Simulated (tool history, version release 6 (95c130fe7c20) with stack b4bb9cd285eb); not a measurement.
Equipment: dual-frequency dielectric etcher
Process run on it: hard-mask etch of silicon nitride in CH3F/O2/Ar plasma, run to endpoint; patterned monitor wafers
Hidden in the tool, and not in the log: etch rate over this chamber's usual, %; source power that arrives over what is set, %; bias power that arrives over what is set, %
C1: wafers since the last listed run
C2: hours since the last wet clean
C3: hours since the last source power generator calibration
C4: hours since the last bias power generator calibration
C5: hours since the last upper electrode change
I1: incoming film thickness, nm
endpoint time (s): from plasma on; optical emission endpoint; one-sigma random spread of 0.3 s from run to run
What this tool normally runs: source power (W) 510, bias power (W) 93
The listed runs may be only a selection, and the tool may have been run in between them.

Run 1, hour 0.0: usual settings; C1 0; C2 279.4; C3 2064.6; C4 2041.1; C5 3262.9; I1 41.92. Result: endpoint time (s) 46.4.
Run 2, hour 39.4: usual settings; C1 578; C2 318.8; C3 2104.0; C4 2080.5; C5 3302.3; I1 41.79. Result: endpoint time (s) 46.6.
Run 3, hour 57.1: usual settings; C1 259; C2 336.5; C3 2121.7; C4 2098.2; C5 3320.0; I1 41.42. Result: endpoint time (s) 46.0.
Run 4, hour 63.8: usual settings; C1 98; C2 343.2; C3 2128.4; C4 2104.9; C5 3326.7; I1 41.76. Result: endpoint time (s) 46.1.
Run 5, hour 75.9: usual settings; C1 177; C2 355.3; C3 2140.5; C4 2117.0; C5 3338.8; I1 41.90. Result: endpoint time (s) 46.4.
Run 6, hour 92.9: usual settings; C1 249; C2 372.3; C3 2157.5; C4 2134.0; C5 3355.8; I1 41.63. Result: endpoint time (s) 45.9.
At hour 123.0: upper electrode replaced.
Run 7, hour 139.6: usual settings; C1 333; C2 419.0; C3 2204.2; C4 2180.7; C5 16.6; I1 41.81. Result: endpoint time (s) 45.6.
Run 8, hour 152.9: usual settings but bias power (W) 102; C1 195; C2 432.3; C3 2217.5; C4 2194.0; C5 29.9; I1 41.58. Result: endpoint time (s) 44.9.
Run 9, hour 160.1: usual settings but bias power (W) 102; C1 105; C2 439.5; C3 2224.7; C4 2201.2; C5 37.1; I1 41.97. Result: endpoint time (s) 44.9.
At hour 176.4: bias power generator calibrated.
Run 10, hour 176.9: usual settings but bias power (W) 102; C1 187; C2 456.3; C3 2241.5; C4 0.5; C5 53.9; I1 41.70. Result: endpoint time (s) 44.2.
At hour 185.3: source power generator calibrated.
Run 11, hour 191.4: usual settings but source power (W) 390, bias power (W) 85; C1 154; C2 470.8; C3 6.1; C4 15.0; C5 68.4; I1 41.89. Result: endpoint time (s) 52.3.
Run 12, hour 206.0: usual settings; C1 214; C2 485.4; C3 20.7; C4 29.6; C5 83.0; I1 41.72. Result: endpoint time (s) 45.8.
Run 13, hour 221.3: usual settings; C1 224; C2 500.7; C3 36.0; C4 44.9; C5 98.3; I1 41.26. Result: endpoint time (s) 44.6.
At hour 245.8: wet clean of the chamber.
Run 14, hour 246.3: usual settings but source power (W) 560, bias power (W) 99; C1 14; C2 0.5; C3 61.0; C4 69.9; C5 123.3; I1 41.55. Result: endpoint time (s) 45.3.
Run 15, hour 246.6: usual settings but source power (W) 590, bias power (W) 107; C1 4; C2 0.8; C3 61.3; C4 70.2; C5 123.6; I1 41.92. Result: endpoint time (s) 44.4.
Run 16, hour 257.6: usual settings but source power (W) 460, bias power (W) 73; C1 161; C2 11.8; C3 72.3; C4 81.2; C5 134.6; I1 41.73. Result: endpoint time (s) 53.0.
Run 17, hour 268.9: usual settings but bias power (W) 104; C1 165; C2 23.1; C3 83.6; C4 92.5; C5 145.9; I1 41.88. Result: endpoint time (s) 46.8.
Run 18, hour 282.9: usual settings but source power (W) 420, bias power (W) 109; C1 205; C2 37.1; C3 97.6; C4 106.5; C5 159.9; I1 41.88. Result: endpoint time (s) 49.4.
Run 19, hour 299.5: usual settings but bias power (W) 107; C1 243; C2 53.7; C3 114.2; C4 123.1; C5 176.5; I1 41.68. Result: endpoint time (s) 45.9.
Run 20, hour 312.1: usual settings; C1 184; C2 66.3; C3 126.8; C4 135.7; C5 189.1; I1 41.38. Result: endpoint time (s) 46.9.

Some steps in endpoint time (s) between neighbouring runs. How much of each would the tool show without its hidden state too (settings, what came in, random variation), and how much is left for the hidden state, with any gauge scatter that isn't in both results?
Run 10 -> 11: source power (W) 510 -> 390, bias power (W) 102 -> 85, source power generator calibrated. endpoint time (s) +8.1: hidden state -0.5, all else +8.6.
Run 13 -> 14: source power (W) 510 -> 560, bias power (W) 93 -> 99, wet clean of the chamber. endpoint time (s) +0.7: hidden state +2.4, all else -1.7.
Run 15 -> 16: source power (W) 590 -> 460, bias power (W) 107 -> 73. endpoint time (s) +8.6: hidden state +0.0, all else +8.6.
